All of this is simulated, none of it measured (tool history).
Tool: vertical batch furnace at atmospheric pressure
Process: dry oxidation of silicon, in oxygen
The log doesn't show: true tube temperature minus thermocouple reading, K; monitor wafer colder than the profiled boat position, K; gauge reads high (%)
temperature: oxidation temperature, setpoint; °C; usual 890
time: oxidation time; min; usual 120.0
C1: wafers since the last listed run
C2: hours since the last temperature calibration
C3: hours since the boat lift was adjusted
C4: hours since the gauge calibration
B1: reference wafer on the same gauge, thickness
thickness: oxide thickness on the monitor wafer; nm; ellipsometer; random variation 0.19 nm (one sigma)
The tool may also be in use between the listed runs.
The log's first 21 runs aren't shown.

-- hour=1246.4 boat lift adjusted
run 22 hour=1246.9 | temperature=872 time=151.5 | C1=288 C2=1247.0 C3=0.5 C4=1517.5 | B1=55.82 | thickness=57.14
run 23 hour=1281.1 | temperature=880 time=154.5 | C1=485 C2=1281.2 C3=34.7 C4=1551.7 | B1=55.82 | thickness=59.63
run 24 hour=1328.6 | temperature=908 time=172.5 | C1=674 C2=1328.7 C3=82.2 C4=1599.2 | B1=55.80 | thickness=71.89
run 25 hour=1380.4 | temperature=879 time=60.5 | C1=735 C2=1380.5 C3=134.0 C4=1651.0 | B1=55.77 | thickness=49.04
-- hour=1431.6 thermocouples replaced and temperature profile calibrated
run 26 hour=1432.1 | temperature=890 time=80.5 | C1=393 C2=0.5 C3=185.7 C4=1702.7 | B1=55.82 | thickness=52.16
run 27 hour=1479.3 | temperature=873 time=120.0 | C1=669 C2=47.7 C3=232.9 C4=1749.9 | B1=55.82 | thickness=53.91
run 28 hour=1518.0 | temperature=890 time=120.0 | C1=549 C2=86.4 C3=271.6 C4=1788.6 | B1=55.83 | thickness=57.34
run 29 hour=1544.4 | temperature=890 time=120.0 | C1=374 C2=112.8 C3=298.0 C4=1815.0 | B1=55.83 | thickness=57.41
run 30 hour=1610.9 | temperature=890 time=153.5 | C1=943 C2=179.3 C3=364.5 C4=1881.5 | B1=55.82 | thickness=61.64
run 31 hour=1650.5 | temperature=870 time=120.0 | C1=562 C2=218.9 C3=404.1 C4=1921.1 | B1=55.79 | thickness=53.20
run 32 hour=1678.5 | temperature=890 time=120.0 | C1=397 C2=246.9 C3=432.1 C4=1949.1 | B1=55.78 | thickness=58.00
-- hour=1716.3 gauge calibrated
run 33 hour=1863.9 | temperature=890 time=120.0 | C1=2631 C2=432.3 C3=617.5 C4=147.6 | B1=55.83 | thickness=57.94
run 34 hour=1915.8 | temperature=873 time=81.5 | C1=736 C2=484.2 C3=669.4 C4=199.5 | B1=55.78 | thickness=50.32
run 35 hour=1962.1 | temperature=869 time=175.5 | C1=657 C2=530.5 C3=715.7 C4=245.8 | B1=55.80 | thickness=58.27
run 36 hour=2004.9 | temperature=900 time=120.0 | C1=607 C2=573.3 C3=758.5 C4=288.6 | B1=55.83 | thickness=60.59
run 37 hour=2052.4 | temperature=873 time=104.0 | C1=674 C2=620.8 C3=806.0 C4=336.1 | B1=55.79 | thickness=52.80
run 38 hour=2099.6 | temperature=870 time=95.5 | C1=669 C2=668.0 C3=853.2 C4=383.3 | B1=55.77 | thickness=51.45
run 39 hour=2168.3 | temperature=897 time=142.0 | C1=975 C2=736.7 C3=921.9 C4=452.0 | B1=55.81 | thickness=62.92
run 40 hour=2362.2 | temperature=890 time=120.0 | C1=2752 C2=930.6 C3=1115.8 C4=645.9 | B1=55.79 | thickness=58.50

3 ways to go on from here, each from the tool as it stands after run 40. What would each give?
run A hour=2367.4 | temperature=890 time=120.0 | C1=73 C2=935.8 C3=1121.0 C4=651.1 | B1=? | thickness=?
run B hour=2367.4 | temperature=890 time=66.5 | C1=73 C2=935.8 C3=1121.0 C4=651.1 | B1=? | thickness=?
run C hour=2367.4 | temperature=909 time=142.5 | C1=73 C2=935.8 C3=1121.0 C4=651.1 | B1=? | thickness=?

run=A B1=55.80 thickness=58.06
run=B B1=55.80 thickness=50.93
run=C B1=55.80 thickness=67.33
Without the tool's hidden state the same runs would have given:
run=A thickness=57.13
run=B thickness=50.39
run=C thickness=65.94
